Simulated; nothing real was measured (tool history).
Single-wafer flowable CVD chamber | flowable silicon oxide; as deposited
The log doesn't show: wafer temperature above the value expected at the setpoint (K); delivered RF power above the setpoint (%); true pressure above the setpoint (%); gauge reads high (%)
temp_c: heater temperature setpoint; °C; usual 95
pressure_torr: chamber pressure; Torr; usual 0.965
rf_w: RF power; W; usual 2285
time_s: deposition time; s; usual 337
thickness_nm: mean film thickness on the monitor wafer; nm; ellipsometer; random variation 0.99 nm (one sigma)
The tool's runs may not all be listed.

run	day	temp_c	pressure_torr	rf_w	time_s	wafers since the last listed run	hours since the last thermocouple change	hours since the last RF generator calibration	hours since the last manometer calibration	hours since the showerhead was replaced	hours since the gauge calibration	read-back reference wafer on the same gauge, thickness_nm	thickness_nm
1	0	95	0.965	2285	380	0	885.5	698	2795.3	7244.2	1556.2	279.133	363.141
2	2.3	95	0.965	2285	380	343	940.7	753.2	2850.5	7299.4	1611.4	278.609	363.133
3	6.65	95	0.808	2285	337	649	1045.1	857.6	2954.9	7403.8	1715.8	279.123	269.255
4	9.412	95	0.808	2285	337	412	1111.4	923.9	3021.2	7470.1	1782.1	279.281	269.701
5	12.288	95	0.808	2285	337	429	1180.4	992.9	3090.2	7539.1	1851.1	279.56	269.179
# day 14.771: capacitance manometer re-zeroed and calibrated
6	15.508	90	0.965	2285	337	431	1257.7	1070.2	17.7	7616.4	1928.4	278.862	375.306
# day 16.196: thermocouple changed; heater temperature recalibrated
7	18.179	95	0.965	2285	337	349	47.6	1134.3	81.8	7680.5	1992.5	279.044	321.66
# day 19.046: showerhead replaced
8	21.371	95	1.096	2045	337	427	124.2	1210.9	158.4	55.8	2069.1	278.954	352.184
9	24.821	95	0.729	2715	337	515	207	1293.7	241.2	138.6	2151.9	278.852	250.915
10	28.596	95	0.965	2285	337	564	297.6	1384.3	331.8	229.2	2242.5	279.06	321.067
11	31.212	99	1.126	2285	290	390	360.4	1447.1	394.6	292	2305.3	279.267	285.264
# day 35.504: RF generator calibrated
12	35.525	95	0.965	2285	337	594	463.9	0.5	498.1	395.5	2408.8	278.877	322.618
13	36.996	95	0.965	2050	337	219	499.2	35.8	533.4	430.8	2444.1	279.158	312.856
14	38.538	95	1.158	2125	289	230	536.2	72.8	570.4	467.8	2481.1	278.939	323.731
15	40.304	95	0.965	2145	337	263	578.6	115.2	612.8	510.2	2523.5	279.198	317.955
16	43.754	95	0.867	2470	396	515	661.4	198	695.6	593	2606.3	278.784	346.842
17	46.883	95	0.892	2405	337	467	736.5	273.1	770.7	668.1	2681.4	278.813	301.972
# day 47.617: gauge calibrated
18	51.154	90	0.965	2495	337	638	839	375.6	873.2	770.6	84.9	278.994	381.641
19	53.367	95	0.965	2285	337	330	892.1	428.7	926.3	823.7	138	279.214	321.461
20	57.054	95	0.965	2605	337	550	980.6	517.2	1014.8	912.2	226.5	278.971	329.286
21	60.021	95	0.775	1880	337	443	1051.8	588.4	1086	983.4	297.7	278.44	241.017
22	63.521	95	1.042	2285	308	522	1135.8	672.4	1170	1067.4	381.7	278.844	317.317
23	66.346	85	1.097	2135	295	422	1203.6	740.2	1237.8	1135.2	449.5	278.664	417.81
24	68.504	83	0.965	2170	337	322	1255.4	792	1289.6	1187	501.3	278.907	443.008
25	70.521	106	0.8	2285	286	301	1303.8	840.4	1338	1235.4	549.7	278.95	164.073
26	72.938	95	0.965	2285	337	361	1361.8	898.4	1396	1293.4	607.7	279.322	320.5
27	75.958	85	0.771	2095	276	451	1434.3	970.9	1468.5	1365.9	680.2	279.027	271.608
28	79.362	95	1.101	2495	403	508	1516	1052.6	1550.2	1447.6	761.9	278.975	448.592
# day 82.129: thermocouple changed; heater temperature recalibrated
29	82.404	101	0.965	2285	359	404	6.6	1125.6	1623.2	1520.6	834.9	278.806	288.825

The tool's hidden state at each run:
wafer temperature above the value expected at the setpoint (K): 0 in every run
delivered RF power above the setpoint (%): 0 in every run
true pressure above the setpoint (%): 0 in every run
gauge reads high (%): 0 in every run

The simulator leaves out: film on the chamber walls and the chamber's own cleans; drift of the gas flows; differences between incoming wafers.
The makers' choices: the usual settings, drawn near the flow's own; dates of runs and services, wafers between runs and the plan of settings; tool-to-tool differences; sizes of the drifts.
